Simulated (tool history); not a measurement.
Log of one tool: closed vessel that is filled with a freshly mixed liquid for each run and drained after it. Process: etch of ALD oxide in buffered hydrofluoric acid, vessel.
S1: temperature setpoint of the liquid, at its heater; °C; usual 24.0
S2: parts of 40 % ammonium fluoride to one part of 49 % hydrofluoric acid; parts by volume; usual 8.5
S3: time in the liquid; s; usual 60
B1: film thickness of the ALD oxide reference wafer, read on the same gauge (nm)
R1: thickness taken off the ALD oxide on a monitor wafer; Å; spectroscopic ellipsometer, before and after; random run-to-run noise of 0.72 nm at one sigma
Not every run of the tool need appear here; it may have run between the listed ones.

run,day,S1,S2,S3,B1,R1
1,0.000,20.0,8.5,60,129.98,1585.5
2,0.967,20.0,8.5,60,129.96,1588.7
3,1.875,20.0,8.5,60,129.99,1578.6
4,2.754,24.0,8.5,60,129.98,1971.1
5,3.575,22.0,8.5,60,129.95,1769.6
6,4.538,22.0,8.5,60,130.03,1769.8
7,5.367,22.0,8.5,60,129.98,1766.9
8,6.008,24.0,8.5,60,129.99,1975.2
9,7.412,24.0,8.5,60,129.99,1982.9
10,8.512,24.0,11.0,60,129.99,1574.4
11,9.312,24.0,8.5,60,130.06,1976.5
12,10.312,24.0,8.5,60,129.98,1981.8
13,11.117,24.0,8.5,60,129.97,1966.2
14,12.383,24.0,8.5,60,129.98,1982.9
15,13.225,26.5,10.0,50,129.96,1649.6
16,13.938,24.0,8.5,60,130.04,1985.6
17,15.025,24.0,10.0,85,130.07,2462.1

What does the tool deliver on the next run?
18,16.512,25.5,11.5,35,?,?

Run 18 measured B1 130.03, R1 960.0 Å.
The same run, on a tool lacking any hidden state, would have yielded R1 947.6 Å.

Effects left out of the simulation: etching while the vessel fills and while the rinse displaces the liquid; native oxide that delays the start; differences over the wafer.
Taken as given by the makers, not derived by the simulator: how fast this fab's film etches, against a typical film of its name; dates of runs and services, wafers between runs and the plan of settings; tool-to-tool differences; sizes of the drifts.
